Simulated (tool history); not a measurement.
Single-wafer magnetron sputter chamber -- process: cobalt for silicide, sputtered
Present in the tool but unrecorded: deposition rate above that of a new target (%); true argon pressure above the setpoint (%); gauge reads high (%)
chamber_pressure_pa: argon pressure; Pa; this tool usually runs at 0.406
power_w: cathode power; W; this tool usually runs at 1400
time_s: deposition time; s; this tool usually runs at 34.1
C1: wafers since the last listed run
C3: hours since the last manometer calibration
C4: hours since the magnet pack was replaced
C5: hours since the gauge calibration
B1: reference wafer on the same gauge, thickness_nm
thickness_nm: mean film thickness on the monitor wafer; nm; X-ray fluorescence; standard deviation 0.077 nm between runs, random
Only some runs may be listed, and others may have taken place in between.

Run 1, day 0.000: usual settings but chamber_pressure_pa 0.470 Pa; C1 0; wafers on the sputter target 3224; C3 2489.1; C4 7116.5; C5 1478.7; B1 20.107. Result: thickness_nm 21.719 nm.
Run 2, day 1.583: usual settings but chamber_pressure_pa 0.470 Pa; C1 780; wafers on the sputter target 4004; C3 2527.1; C4 7154.5; C5 1516.7; B1 20.101. Result: thickness_nm 21.784 nm.
Run 3, day 2.925: usual settings but chamber_pressure_pa 0.470 Pa; C1 661; wafers on the sputter target 4666; C3 2559.3; C4 7186.7; C5 1548.9; B1 20.100. Result: thickness_nm 21.568 nm.
Run 4, day 5.908: usual settings; C1 1471; wafers on the sputter target 6138; C3 2630.9; C4 7258.3; C5 1620.5; B1 20.106. Result: thickness_nm 21.926 nm.
Run 5, day 8.433: usual settings; C1 1245; wafers on the sputter target 7383; C3 2691.5; C4 7318.9; C5 1681.1; B1 20.111. Result: thickness_nm 21.749 nm.
Run 6, day 9.750: usual settings; C1 649; wafers on the sputter target 8032; C3 2723.1; C4 7350.5; C5 1712.7; B1 20.109. Result: thickness_nm 21.582 nm.
At day 10.233: capacitance manometer re-zeroed and calibrated.
Run 7, day 11.204: usual settings but power_w 1550 W; C1 552; wafers on the sputter target 8585; C3 23.3; C4 7385.4; C5 1747.6; B1 20.112. Result: thickness_nm 23.105 nm.
At day 13.812: sputter target and shields replaced.
Run 8, day 14.162: usual settings but power_w 1550 W; C1 1294; wafers on the sputter target 171; C3 94.3; C4 7456.4; C5 1818.6; B1 20.096. Result: thickness_nm 24.012 nm.
Run 9, day 15.888: usual settings but power_w 1550 W; C1 850; wafers on the sputter target 1022; C3 135.7; C4 7497.8; C5 1860.0; B1 20.086. Result: thickness_nm 24.130 nm.
Run 10, day 17.996: usual settings; C1 1039; wafers on the sputter target 2062; C3 186.3; C4 7548.4; C5 1910.6; B1 20.101. Result: thickness_nm 21.848 nm.
Run 11, day 20.842: usual settings; C1 1403; wafers on the sputter target 3465; C3 254.6; C4 7616.7; C5 1978.9; B1 20.113. Result: thickness_nm 21.454 nm.
Run 12, day 22.971: usual settings but chamber_pressure_pa 0.348 Pa, power_w 1600 W; C1 1050; wafers on the sputter target 4516; C3 305.7; C4 7667.8; C5 2030.0; B1 20.107. Result: thickness_nm 25.151 nm.
Run 13, day 25.958: usual settings but chamber_pressure_pa 0.327 Pa, power_w 1300 W, time_s 28.7 s; C1 1473; wafers on the sputter target 5989; C3 377.4; C4 7739.5; C5 2101.7; B1 20.111. Result: thickness_nm 17.249 nm.
Run 14, day 27.650: usual settings; C1 834; wafers on the sputter target 6823; C3 418.0; C4 7780.1; C5 2142.3; B1 20.132. Result: thickness_nm 21.266 nm.
At day 29.650: gauge calibrated.
At day 30.358: magnet pack replaced.
Run 15, day 30.433: usual settings but chamber_pressure_pa 0.510 Pa, power_w 1200 W, time_s 39.6 s; C1 1208; wafers on the sputter target 8032; C3 484.8; C4 1.8; C5 18.8; B1 20.086. Result: thickness_nm 20.011 nm.
Run 16, day 32.404: usual settings but chamber_pressure_pa 0.466 Pa, power_w 1550 W, time_s 31.2 s; C1 971; wafers on the sputter target 9004; C3 532.1; C4 49.1; C5 66.1; B1 20.099. Result: thickness_nm 20.425 nm.
At day 34.038: sputter target and shields replaced.
Run 17, day 35.008: usual settings but chamber_pressure_pa 0.312 Pa, power_w 1100 W, time_s 36.5 s; C1 1119; wafers on the sputter target 479; C3 594.6; C4 111.6; C5 128.6; B1 20.077. Result: thickness_nm 19.152 nm.
Run 18, day 36.175: usual settings but chamber_pressure_pa 0.358 Pa, power_w 1200 W, time_s 31.2 s; C1 575; wafers on the sputter target 1055; C3 622.6; C4 139.6; C5 156.6; B1 20.106. Result: thickness_nm 17.481 nm.
Run 19, day 38.783: usual settings but power_w 1700 W; C1 1286; wafers on the sputter target 2341; C3 685.2; C4 202.2; C5 219.2; B1 20.081. Result: thickness_nm 26.417 nm.
Run 20, day 40.304: usual settings but power_w 1500 W, time_s 29.0 s; C1 750; wafers on the sputter target 3091; C3 721.7; C4 238.7; C5 255.7; B1 20.111. Result: thickness_nm 19.694 nm.
Run 21, day 43.229: usual settings; C1 1442; wafers on the sputter target 4534; C3 791.9; C4 308.9; C5 325.9; B1 20.100. Result: thickness_nm 21.505 nm.
Run 22, day 44.683: usual settings but chamber_pressure_pa 0.554 Pa, power_w 1650 W, time_s 38.7 s; C1 717; wafers on the sputter target 5251; C3 826.8; C4 343.8; C5 360.8; B1 20.084. Result: thickness_nm 26.943 nm.
Run 23, day 46.817: usual settings but power_w 1550 W; C1 1052; wafers on the sputter target 6303; C3 878.0; C4 395.0; C5 412.0; B1 20.104. Result: thickness_nm 23.489 nm.
Run 24, day 48.638: usual settings; C1 898; wafers on the sputter target 7201; C3 921.7; C4 438.7; C5 455.7; B1 20.100. Result: thickness_nm 21.315 nm.
Run 25, day 49.996: usual settings but chamber_pressure_pa 0.557 Pa, power_w 1100 W, time_s 36.4 s; C1 669; wafers on the sputter target 7871; C3 954.3; C4 471.3; C5 488.3; B1 20.079. Result: thickness_nm 16.671 nm.
Run 26, day 51.250: usual settings; C1 618; wafers on the sputter target 8489; C3 984.4; C4 501.4; C5 518.4; B1 20.074. Result: thickness_nm 20.852 nm.

Run 27 is up next; what results do you expect?
Run 27, day 52.996: usual settings but power_w 1050 W; C1 861; wafers on the sputter target 9350; C3 1026.3; C4 543.3; C5 560.3; B1 ?. Result: thickness_nm ?.

{"run 27": {"B1": 20.103, "thickness_nm": 15.578}}
Were there no unlogged condition in the tool, this run, its random variation unchanged, would have produced thickness_nm 16.411 nm.

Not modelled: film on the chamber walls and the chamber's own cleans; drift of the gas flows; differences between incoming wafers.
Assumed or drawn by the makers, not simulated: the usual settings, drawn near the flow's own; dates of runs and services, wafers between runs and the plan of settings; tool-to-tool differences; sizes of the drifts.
